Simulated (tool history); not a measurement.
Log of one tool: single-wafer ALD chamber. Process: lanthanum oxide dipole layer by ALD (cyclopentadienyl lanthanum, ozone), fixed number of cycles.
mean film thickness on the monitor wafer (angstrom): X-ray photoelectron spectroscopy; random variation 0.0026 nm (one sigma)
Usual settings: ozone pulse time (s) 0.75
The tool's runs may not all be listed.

run	hour	ozone pulse time (s)	read-back reference wafer on the same gauge, thickness_nm	mean film thickness on the monitor wafer (angstrom)
1	0	0.91	0.518	4.66
2	39.8	0.91	0.518	4.65
3	60.5	0.91	0.517	4.64
4	79.6	0.75	0.517	4.16
5	109.1	0.75	0.515	4.12
6	121.8	0.75	0.517	4.18
7	148.5	0.75	0.517	4.1
8	181.8	0.75	0.517	4.13
9	205	0.69	0.517	3.91
# hour 215.8: ozone generator serviced
10	225.2	0.69	0.518	4.24
# hour 250: gauge calibrated
11	250.7	0.75	0.518	4.48
12	282.9	0.97	0.516	5.03
13	318.4	1	0.518	4.99
# hour 384.7: thermocouple changed; heater temperature recalibrated
# hour 408.9: showerhead replaced, of another model than before
14	409.4	0.75	0.516	4.4
15	423.9	0.75	0.515	4.4
16	437	0.91	0.516	4.71
17	453.7	0.75	0.517	4.39
18	473.5	0.86	0.517	4.63
19	512.9	0.75	0.518	4.4
20	532.4	0.93	0.517	4.77
21	565.3	0.54	0.518	3.87
22	592.5	0.64	0.516	4.11
23	621.7	0.5	0.516	3.7

Forecast each of these 5 alternatives for the next run:
A	622.1	0.84	?	?
B	622.1	0.57	?	?
C	622.1	0.62	?	?
D	622.1	0.94	?	?
E	622.1	0.99	?	?

run	read-back reference wafer on the same gauge, thickness_nm	mean film thickness on the monitor wafer (angstrom)
A	0.517	4.55
B	0.517	3.91
C	0.517	4.05
D	0.517	4.72
E	0.517	4.8
Without the tool's hidden state the same runs would have given:
run	mean film thickness on the monitor wafer (angstrom)
A	4.73
B	4.12
C	4.26
D	4.9
E	4.98
